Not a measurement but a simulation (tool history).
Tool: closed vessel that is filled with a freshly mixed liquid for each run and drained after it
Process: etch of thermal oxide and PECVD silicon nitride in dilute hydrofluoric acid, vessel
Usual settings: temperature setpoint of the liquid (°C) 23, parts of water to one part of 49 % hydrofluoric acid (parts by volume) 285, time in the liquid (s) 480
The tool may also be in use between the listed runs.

run    hour  temperature setpoint of the liquid (°C)  parts of water to one part of 49 % hydrofluoric acid (parts by volume)  time in the liquid (s)  wafers since the last listed run  hours since the thermometer was replaced  hours since the hydrofluoric acid flow meter was replaced  hours since the gauge calibration  read-back film thickness of the thermal oxide reference wafer, read on the same gauge (nm)  read-back film thickness of the PECVD silicon nitride reference wafer, read on the same gauge (nm)  thickness taken off the thermal oxide on a monitor wafer (angstrom)  thickness taken off the PECVD silicon nitride on a monitor wafer (angstrom)
  1       0                                       23                                                                     285                     480                                 0                                     387.3                                                     1460.3                             2781.2                                                                                       29.96                                                                                               30.01                                                                 67.2                                                                         66.1
  2    38.9                                       23                                                                     285                     480                              2426                                     426.2                                                     1499.2                             2820.1                                                                                       30.01                                                                                               29.97                                                                 67.2                                                                         66.8
  3   315.4                                       23                                                                     285                     480                             17244                                     702.7                                                     1775.7                             3096.6                                                                                       30.01                                                                                               29.98                                                                   68                                                                         66.8
  4   362.2                                       23                                                                     285                     480                              2918                                     749.5                                                     1822.5                             3143.4                                                                                       29.99                                                                                               30.02                                                                 68.2                                                                           67
  5   458.4                                       23                                                                     285                     245                              5999                                     845.7                                                     1918.7                             3239.6                                                                                       30.01                                                                                               29.95                                                                 34.8                                                                         34.2
  6   561.3                                       27                                                                     285                     480                              6417                                     948.6                                                     2021.6                             3342.5                                                                                       30.02                                                                                               30.03                                                                 78.8                                                                         85.7
      585.8  -- hydrofluoric acid flow meter replaced
  7   626.9                                     24.5                                                                     285                     480                              4028                                    1014.2                                                       41.1                             3408.1                                                                                       29.99                                                                                               30.01                                                                 74.7                                                                         75.9
  8   734.6                                       23                                                                     285                     480                              6717                                    1121.9                                                      148.8                             3515.8                                                                                       29.96                                                                                               29.94                                                                 70.8                                                                         68.5
  9     783                                       23                                                                     285                     480                              3018                                    1170.3                                                      197.2                             3564.2                                                                                       30.01                                                                                                  30                                                                 71.1                                                                         69.2
      827.2  -- thermometer replaced
 10   863.9                                       23                                                                     285                     480                              4983                                      36.7                                                      278.1                             3645.1                                                                                       29.99                                                                                               29.99                                                                 70.9                                                                         69.8
 11   928.3                                     27.5                                                                     285                     715                              4016                                     101.1                                                      342.5                             3709.5                                                                                          30                                                                                                  30                                                                123.6                                                                        136.4
 12  1013.4                                       23                                                                     285                     480                              5307                                     186.2                                                      427.6                             3794.6                                                                                       29.99                                                                                               29.93                                                                 71.4                                                                         69.6
     1066.2  -- gauge calibrated
 13  1097.4                                       23                                                                     285                     225                              5238                                     270.2                                                      511.6                               31.2                                                                                       29.97                                                                                               30.02                                                                 33.5                                                                         32.6
 14  1170.3                                       23                                                                     285                     760                              4546                                     343.1                                                      584.5                              104.1                                                                                       30.01                                                                                               30.05                                                                113.6                                                                        110.5
 15  1222.9                                       23                                                                     220                     480                              3280                                     395.7                                                      637.1                              156.7                                                                                       29.99                                                                                               29.93                                                                 98.5                                                                         89.5
     1273.1  -- hydrofluoric acid flow meter replaced, repeated, since the last time left the tool worse
 16  1287.9                                       23                                                                     285                     385                              3991                                     460.7                                                       14.8                              221.7                                                                                       29.97                                                                                               29.96                                                                 52.2                                                                         51.7
 17  1349.9                                       23                                                                     220                     480                              3866                                     522.7                                                       76.8                              283.7                                                                                       30.02                                                                                               30.03                                                                 90.2                                                                         83.1
 18  1416.5                                     26.5                                                                     155                     700                              4153                                     589.3                                                      143.4                              350.3                                                                                       30.03                                                                                               29.95                                                                229.5                                                                        214.9
 19  1459.5                                       23                                                                     285                     480                              2681                                     632.3                                                      186.4                              393.3                                                                                       30.02                                                                                               29.98                                                                 65.4                                                                         65.3
 20  1519.9                                       20                                                                     410                     480                              3767                                     692.7                                                      246.8                              453.7                                                                                          30                                                                                               30.03                                                                 36.7                                                                         37.9
 21  1580.3                                       23                                                                     350                     220                              3767                                     753.1                                                      307.2                              514.1                                                                                       30.04                                                                                               29.98                                                                 23.2                                                                         24.4
 22  1656.4                                       27                                                                     365                     480                              4746                                     829.2                                                      383.3                              590.2                                                                                       29.99                                                                                                  30                                                                 54.5                                                                         64.9
 23  1738.7                                       23                                                                     285                     245                              5132                                     911.5                                                      465.6                              672.5                                                                                       30.03                                                                                               30.02                                                                 33.6                                                                         33.2
 24  1841.2                                     25.5                                                                     285                     595                              6392                                      1014                                                      568.1                                775                                                                                       29.99                                                                                                  30                                                                 89.9                                                                         93.6

5 ways to go on from here, each from the tool as it stands after run 24. What would each give?
  A  1842                                       23                                                                     285                     480                                49                                    1014.8                                                      568.9                              775.8                                                                                           ?                                                                                                   ?                                                                    ?                                                                            ?
  B  1842                                     18.5                                                                     370                     555                                49                                    1014.8                                                      568.9                              775.8                                                                                           ?                                                                                                   ?                                                                    ?                                                                            ?
  C  1842                                       23                                                                     395                     480                                49                                    1014.8                                                      568.9                              775.8                                                                                           ?                                                                                                   ?                                                                    ?                                                                            ?
  D  1842                                     24.5                                                                     180                     480                                49                                    1014.8                                                      568.9                              775.8                                                                                           ?                                                                                                   ?                                                                    ?                                                                            ?
  E  1842                                       25                                                                     395                     350                                49                                    1014.8                                                      568.9                              775.8                                                                                           ?                                                                                                   ?                                                                    ?                                                                            ?

run  read-back film thickness of the thermal oxide reference wafer, read on the same gauge (nm)  read-back film thickness of the PECVD silicon nitride reference wafer, read on the same gauge (nm)  thickness taken off the thermal oxide on a monitor wafer (angstrom)  thickness taken off the PECVD silicon nitride on a monitor wafer (angstrom)
  A                                                                                       30.02                                                                                               30.05                                                                 66.1                                                                         65.3
  B                                                                                       30.02                                                                                               30.05                                                                 46.5                                                                         44.2
  C                                                                                       30.02                                                                                               30.05                                                                 43.2                                                                         47.3
  D                                                                                       30.02                                                                                               30.05                                                                123.1                                                                          113
  E                                                                                       30.02                                                                                               30.05                                                                 33.6                                                                         38.9
Without the tool's hidden state the same runs would have given:
run  thickness taken off the thermal oxide on a monitor wafer (angstrom)  thickness taken off the PECVD silicon nitride on a monitor wafer (angstrom)
  A                                                                 64.8                                                                         64.3
  B                                                                 45.6                                                                         43.5
  C                                                                 42.3                                                                         46.6
  D                                                                120.8                                                                        111.2
  E                                                                 32.9                                                                         38.3
